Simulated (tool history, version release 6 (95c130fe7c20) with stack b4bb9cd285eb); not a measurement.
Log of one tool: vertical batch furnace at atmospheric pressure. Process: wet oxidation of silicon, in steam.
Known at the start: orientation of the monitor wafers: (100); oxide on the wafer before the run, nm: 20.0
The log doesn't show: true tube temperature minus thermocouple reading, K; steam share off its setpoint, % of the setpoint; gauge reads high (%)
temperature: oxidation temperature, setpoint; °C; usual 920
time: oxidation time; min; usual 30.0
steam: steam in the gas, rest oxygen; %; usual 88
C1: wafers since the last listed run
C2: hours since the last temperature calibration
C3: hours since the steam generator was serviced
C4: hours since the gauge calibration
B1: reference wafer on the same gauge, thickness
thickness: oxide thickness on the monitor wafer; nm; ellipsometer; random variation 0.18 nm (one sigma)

Run 1, day 0.000: usual settings but time 38.5 min; C1 0; C2 2931.0; C3 2783.3; C4 77.1; B1 120.02. Result: thickness 147.85 nm.
Run 2, day 0.838: usual settings but time 38.5 min; C1 393; C2 2951.1; C3 2803.4; C4 97.2; B1 120.10. Result: thickness 147.49 nm.
Run 3, day 1.467: usual settings; C1 295; C2 2966.2; C3 2818.5; C4 112.3; B1 120.03. Result: thickness 121.84 nm.
Run 4, day 1.958: usual settings; C1 230; C2 2978.0; C3 2830.3; C4 124.1; B1 120.03. Result: thickness 122.04 nm.
Run 5, day 2.300: usual settings; C1 160; C2 2986.2; C3 2838.5; C4 132.3; B1 119.99. Result: thickness 121.88 nm.
Run 6, day 2.575: usual settings; C1 129; C2 2992.8; C3 2845.1; C4 138.9; B1 119.99. Result: thickness 121.88 nm.
Run 7, day 2.967: usual settings; C1 183; C2 3002.2; C3 2854.5; C4 148.3; B1 119.98. Result: thickness 121.69 nm.
Run 8, day 3.517: usual settings but temperature 933 °C; C1 258; C2 3015.4; C3 2867.7; C4 161.5; B1 119.97. Result: thickness 138.57 nm.
Run 9, day 3.821: usual settings; C1 142; C2 3022.7; C3 2875.0; C4 168.8; B1 120.02. Result: thickness 121.84 nm.
At day 4.304: gauge calibrated.
At day 4.871: steam generator serviced.
Run 10, day 4.892: usual settings; C1 33; C2 3048.4; C3 0.5; C4 14.1; B1 119.95. Result: thickness 127.46 nm.
Run 11, day 5.029: usual settings; C1 64; C2 3051.7; C3 3.8; C4 17.4; B1 120.03. Result: thickness 127.51 nm.
Run 12, day 5.233: usual settings; C1 95; C2 3056.6; C3 8.7; C4 22.3; B1 120.01. Result: thickness 127.89 nm.
Run 13, day 5.542: usual settings; C1 144; C2 3064.0; C3 16.1; C4 29.7; B1 119.95. Result: thickness 127.77 nm.
Run 14, day 5.867: usual settings but temperature 903 °C, steam 80 %; C1 152; C2 3071.8; C3 23.9; C4 37.5; B1 120.03. Result: thickness 99.88 nm.
Run 15, day 6.275: usual settings but time 34.5 min; C1 191; C2 3081.6; C3 33.7; C4 47.3; B1 119.98. Result: thickness 142.10 nm.
Run 16, day 6.562: usual settings; C1 134; C2 3088.5; C3 40.6; C4 54.2; B1 120.01. Result: thickness 127.78 nm.
Run 17, day 6.921: usual settings; C1 168; C2 3097.1; C3 49.2; C4 62.8; B1 119.96. Result: thickness 127.90 nm.
Run 18, day 7.617: usual settings but temperature 907 °C, time 24.5 min, steam 79 %; C1 326; C2 3113.8; C3 65.9; C4 79.5; B1 119.99. Result: thickness 89.10 nm.
At day 8.675: thermocouples replaced and temperature profile calibrated.
Run 19, day 8.696: usual settings but temperature 905 °C, time 23.5 min, steam 93 %; C1 37; C2 0.5; C3 91.8; C4 105.4; B1 119.93. Result: thickness 90.05 nm.
Run 20, day 8.833: usual settings; C1 64; C2 3.8; C3 95.1; C4 108.7; B1 119.97. Result: thickness 121.73 nm.
Run 21, day 8.971: usual settings but temperature 909 °C; C1 64; C2 7.1; C3 98.4; C4 112.0; B1 120.02. Result: thickness 108.10 nm.
Run 22, day 9.371: usual settings but temperature 931 °C, time 22.5 min, steam 92 %; C1 187; C2 16.7; C3 108.0; C4 121.6; B1 119.94. Result: thickness 112.82 nm.
Run 23, day 9.679: usual settings; C1 144; C2 24.1; C3 115.4; C4 129.0; B1 120.01. Result: thickness 121.59 nm.
Run 24, day 10.212: usual settings but time 39.0 min, steam 93 %; C1 250; C2 36.9; C3 128.2; C4 141.8; B1 119.98. Result: thickness 155.04 nm.
Run 25, day 10.950: usual settings but time 24.0 min; C1 346; C2 54.6; C3 145.9; C4 159.5; B1 119.99. Result: thickness 102.93 nm.
Run 26, day 11.621: usual settings; C1 314; C2 70.7; C3 162.0; C4 175.6; B1 120.02. Result: thickness 121.55 nm.
Run 27, day 11.917: usual settings but temperature 911 °C, time 35.0 min, steam 97 %; C1 138; C2 77.8; C3 169.1; C4 182.7; B1 120.02. Result: thickness 134.02 nm.
At day 12.208: gauge calibrated.
Run 28, day 12.271: usual settings but time 38.5 min; C1 166; C2 86.3; C3 177.6; C4 1.5; B1 120.05. Result: thickness 147.06 nm.
Run 29, day 12.746: usual settings but temperature 931 °C; C1 222; C2 97.7; C3 189.0; C4 12.9; B1 120.01. Result: thickness 135.34 nm.

Forecast each of these 4 alternatives for the next run:
Run A, day 12.888: usual settings but time 37.5 min; C1 66; C2 101.1; C3 192.4; C4 16.3; B1 ?. Result: thickness ?.
Run B, day 12.888: usual settings but time 44.5 min, steam 92 %; C1 66; C2 101.1; C3 192.4; C4 16.3; B1 ?. Result: thickness ?.
Run C, day 12.888: usual settings but temperature 899 °C, steam 97 %; C1 66; C2 101.1; C3 192.4; C4 16.3; B1 ?. Result: thickness ?.
Run D, day 12.888: usual settings but temperature 944 °C, time 23.5 min, steam 77 %; C1 66; C2 101.1; C3 192.4; C4 16.3; B1 ?. Result: thickness ?.

run      B1  thickness
  A  119.90     144.17
  B  119.90     170.39
  C  119.90     103.65
  D  119.90     115.82
Without the tool's hidden state the same runs would have given:
run  thickness
  A     145.52
  B     172.01
  C     104.58
  D     116.87
